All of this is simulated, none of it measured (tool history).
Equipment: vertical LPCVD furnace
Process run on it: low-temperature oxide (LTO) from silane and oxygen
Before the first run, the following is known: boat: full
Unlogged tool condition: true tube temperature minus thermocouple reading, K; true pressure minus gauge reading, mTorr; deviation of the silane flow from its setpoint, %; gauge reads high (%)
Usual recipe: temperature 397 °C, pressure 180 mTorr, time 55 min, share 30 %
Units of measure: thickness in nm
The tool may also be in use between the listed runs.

run   hour  temperature  pressure  time  share  wafers since the last listed run  hours since the last temperature calibration  hours since the pressure gauge was zeroed  hours since the silane flow controller was replaced  hours since the gauge calibration  read-back reference wafer on the same gauge, thickness  thickness
  1      0          397       180    55     26                                 0                                        2989.4                                       3479                                               3143.5                               38.9                                                  255.97     207.15
  2    9.3          397       180    55     26                               153                                        2998.7                                     3488.3                                               3152.8                               48.2                                                   256.1     206.77
  3   21.2          397       180    55     30                               196                                        3010.6                                     3500.2                                               3164.7                               60.1                                                  256.04     257.57
  4   34.7          397       180    55     30                               223                                        3024.1                                     3513.7                                               3178.2                               73.6                                                  256.05     257.14
  5   45.4          397       180    55     30                               176                                        3034.8                                     3524.4                                               3188.9                               84.3                                                  255.97      257.8
  6   55.9          397       180    70     27                               173                                        3045.3                                     3534.9                                               3199.4                               94.8                                                  255.88      280.6
  7   70.8          397       180    70     27                               246                                        3060.2                                     3549.8                                               3214.3                              109.7                                                  255.95     279.99
  8  100.6          397       180    70     27                               492                                          3090                                     3579.6                                               3244.1                              139.5                                                  256.06     279.61
  9  116.2          397       180    55     30                               258                                        3105.6                                     3595.2                                               3259.7                              155.1                                                  255.95     258.17
 10  125.1          397       180    55     30                               147                                        3114.5                                     3604.1                                               3268.6                                164                                                  256.06     258.73
 11  138.5          397       180    55     30                               221                                        3127.9                                     3617.5                                                 3282                              177.4                                                  255.99     258.69
 12  156.8          393       180    55     30                               302                                        3146.2                                     3635.8                                               3300.3                              195.7                                                  255.92     246.78
 13  167.6          397       180    55     30                               178                                          3157                                     3646.6                                               3311.1                              206.5                                                  256.11     257.55
     196.5  -- thermocouples replaced and temperature profile calibrated
 14    197          388       220    55     32                                89                                           0.5                                       3676                                               3340.5                              235.9                                                     256     309.09
 15  201.4          397       180    55     26                                72                                           4.9                                     3680.4                                               3344.9                              240.3                                                  255.98     208.15
 16  205.8          397       180    55     33                                72                                           9.3                                     3684.8                                               3349.3                              244.7                                                  256.01     297.79
 17  210.2          397       180    55     30                                72                                          13.7                                     3689.2                                               3353.7                              249.1                                                  256.18      258.6
 18  214.6          390       180    55     26                                72                                          18.1                                     3693.6                                               3358.1                              253.5                                                  255.91     190.84
 19  222.4          397       200    55     30                               129                                          25.9                                     3701.4                                               3365.9                              261.3                                                  255.97     286.14
     249.2  -- pressure gauge zeroed
 20  249.7          404       210    71     35                                54                                          53.2                                        0.5                                               3393.2                              288.6                                                  255.81     506.21
 21  254.1          397       205    55     30                                72                                          57.6                                        4.9                                               3397.6                                293                                                  255.76     283.02
 22  258.5          391       180  71.5     34                                72                                            62                                        9.3                                                 3402                              297.4                                                  255.81     360.86
     273.2  -- gauge calibrated
     290.5  -- silane flow controller replaced
 23    291          397       180    55     30                               140                                          94.5                                       41.8                                                  0.5                               17.8                                                  256.11     248.51
 24  295.4          407       215    55     30                                72                                          98.9                                       46.2                                                  4.9                               22.2                                                   256.1      335.2
 25  306.1          397       180    55     30                               176                                         109.6                                       56.9                                                 15.6                               32.9                                                  256.05     249.12
 26  320.4          397       165    77     30                               236                                         123.9                                       71.2                                                 29.9                               47.2                                                  256.13     319.56
 27  329.2          397       220    55     33                               145                                         132.7                                         80                                                 38.7                                 56                                                  256.07     348.26
 28  345.3          390       180  67.5     26                               266                                         148.8                                       96.1                                                 54.8                               72.1                                                  255.97     225.16
 29  360.3          397       200    55     35                               248                                         163.8                                      111.1                                                 69.8                               87.1                                                   256.1     344.52
 30  375.7          397       180    55     30                               254                                         179.2                                      126.5                                                 85.2                              102.5                                                  256.21     250.13
 31  383.9          391       180  71.5     34                               135                                         187.4                                      134.7                                                 93.4                              110.7                                                  255.89     360.39
 32  398.4          397       180    55     30                               239                                         201.9                                      149.2                                                107.9                              125.2                                                  255.91     249.22

Branching from run 32: 3 alternative next runs. What would each branch give?
  A  402.9          397       160    55     30                                74                                         206.4                                      153.7                                                112.4                              129.7                                                       ?          ?
  B  402.9          390       220    55     30                                74                                         206.4                                      153.7                                                112.4                              129.7                                                       ?          ?
  C  402.9          406       210  34.5     33                                74                                         206.4                                      153.7                                                112.4                              129.7                                                       ?          ?

run  read-back reference wafer on the same gauge, thickness  thickness
  A                                                  256.06     221.51
  B                                                  256.06     278.86
  C                                                  256.06     231.48
With the hidden condition removed and each run's random variation left untouched, the same runs would have given:
run  thickness
  A     219.25
  B     276.78
  C     229.67

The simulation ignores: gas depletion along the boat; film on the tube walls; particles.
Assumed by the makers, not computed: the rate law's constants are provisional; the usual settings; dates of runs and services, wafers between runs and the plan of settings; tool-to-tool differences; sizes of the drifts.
